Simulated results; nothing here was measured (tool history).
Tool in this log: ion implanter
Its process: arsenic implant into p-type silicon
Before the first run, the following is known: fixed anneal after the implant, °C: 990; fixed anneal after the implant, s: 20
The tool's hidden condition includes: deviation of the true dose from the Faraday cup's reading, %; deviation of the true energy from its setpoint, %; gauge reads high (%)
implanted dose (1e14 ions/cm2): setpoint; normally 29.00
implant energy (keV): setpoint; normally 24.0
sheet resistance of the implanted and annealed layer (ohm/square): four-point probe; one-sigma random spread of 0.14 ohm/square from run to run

run,hour,implanted dose (1e14 ions/cm2),implant energy (keV),wafers since the last listed run,hours since the last dose calibration,hours since the extraction supply was calibrated,hours since the gauge calibration,"read-back reference wafer on the same gauge, sheet resistance",sheet resistance of the implanted and annealed layer (ohm/square)
1,0.0,29.00,24.0,0,1053.4,2029.4,116.3,96.72,94.44
2,26.8,29.00,24.0,279,1080.2,2056.2,143.1,96.76,94.45
3,59.2,25.31,24.0,338,1112.6,2088.6,175.5,96.71,95.38
4,71.3,29.00,24.0,126,1124.7,2100.7,187.6,96.71,94.23
# hour 83.4: gauge calibrated
5,97.1,29.00,24.0,269,1150.5,2126.5,13.7,96.61,94.22
6,115.8,29.00,24.0,195,1169.2,2145.2,32.4,96.64,94.22
# hour 138.1: extraction supply calibrated
7,145.0,29.00,24.0,221,1198.4,6.9,61.6,96.62,94.21
# hour 162.9: Faraday cup replaced and dose calibrated
8,185.2,36.30,30.5,336,22.3,47.1,101.8,96.72,82.08
9,208.4,32.58,24.0,242,45.5,70.3,125.0,96.66,93.10
10,221.2,36.44,16.0,133,58.3,83.1,137.8,96.69,107.09
11,245.3,29.00,24.0,251,82.4,107.2,161.9,96.75,94.19
12,260.8,32.90,19.0,161,97.9,122.7,177.4,96.73,102.34
# hour 267.3: gauge calibrated
13,286.1,35.22,27.0,264,123.2,148.0,18.8,96.66,87.66
14,300.4,29.00,24.0,149,137.5,162.3,33.1,96.71,94.21
15,336.2,29.00,24.0,373,173.3,198.1,68.9,96.66,94.25

List, for all runs, the conditions of the tool that the log does not record:
deviation of the true dose from the Faraday cup's reading, %: 0 at every run
deviation of the true energy from its setpoint, %: 0 at every run
gauge reads high (%): 0 at every run
